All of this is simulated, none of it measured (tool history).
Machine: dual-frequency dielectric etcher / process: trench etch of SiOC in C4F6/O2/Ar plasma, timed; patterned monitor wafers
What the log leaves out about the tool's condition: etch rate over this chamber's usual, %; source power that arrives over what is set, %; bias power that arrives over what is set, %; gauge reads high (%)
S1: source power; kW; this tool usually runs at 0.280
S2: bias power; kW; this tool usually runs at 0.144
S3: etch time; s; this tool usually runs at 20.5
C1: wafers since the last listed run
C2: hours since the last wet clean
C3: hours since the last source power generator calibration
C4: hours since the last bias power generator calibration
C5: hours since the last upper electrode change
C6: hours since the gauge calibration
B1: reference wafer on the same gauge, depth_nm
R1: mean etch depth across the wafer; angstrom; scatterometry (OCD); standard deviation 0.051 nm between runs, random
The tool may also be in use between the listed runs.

run,day,S1,S2,S3,C1,C2,C3,C4,C5,C6,B1,R1
1,0.000,0.280,0.164,20.5,0,304.8,1832.7,2279.6,3833.1,367.8,34.49,351.9
2,2.575,0.280,0.164,20.5,859,366.6,1894.5,2341.4,3894.9,429.6,34.50,351.2
# day 3.750: wet clean of the chamber
3,4.388,0.280,0.144,20.5,271,15.3,1938.0,2384.9,3938.4,473.1,34.50,347.7
4,5.504,0.280,0.144,20.5,372,42.1,1964.8,2411.7,3965.2,499.9,34.50,347.0
5,7.900,0.280,0.144,20.5,799,99.6,2022.3,2469.2,4022.7,557.4,34.51,346.2
6,9.383,0.280,0.144,20.5,494,135.2,2057.9,2504.8,4058.3,593.0,34.50,345.4
7,10.642,0.280,0.144,20.5,419,165.4,2088.1,2535.0,4088.5,623.2,34.50,345.9
# day 13.258: source power generator calibrated
8,13.279,0.280,0.144,20.5,824,228.7,0.5,2598.3,4151.8,686.5,34.50,341.3
9,15.942,0.280,0.144,20.5,888,292.6,64.4,2662.2,4215.7,750.4,34.52,342.3
# day 18.192: wet clean of the chamber
10,18.212,0.280,0.144,20.5,424,0.5,118.9,2716.7,4270.2,804.9,34.50,344.0
11,20.862,0.280,0.144,20.5,884,64.1,182.5,2780.3,4333.8,868.5,34.48,343.7
12,23.512,0.240,0.108,18.5,884,127.7,246.1,2843.9,4397.4,932.1,34.50,284.6
13,25.958,0.210,0.144,26.0,816,186.4,304.8,2902.6,4456.1,990.8,34.50,402.1

Run 14 has not been measured yet. What should we expect?
# day 27.492: bias power generator calibrated
14,27.592,0.280,0.113,20.5,489,225.6,344.0,2.4,4495.3,1030.0,?,?

B1: 34.50
R1: 329.8 angstrom
Minus the tool's unlogged condition, the same run would have read R1 329.6 angstrom.

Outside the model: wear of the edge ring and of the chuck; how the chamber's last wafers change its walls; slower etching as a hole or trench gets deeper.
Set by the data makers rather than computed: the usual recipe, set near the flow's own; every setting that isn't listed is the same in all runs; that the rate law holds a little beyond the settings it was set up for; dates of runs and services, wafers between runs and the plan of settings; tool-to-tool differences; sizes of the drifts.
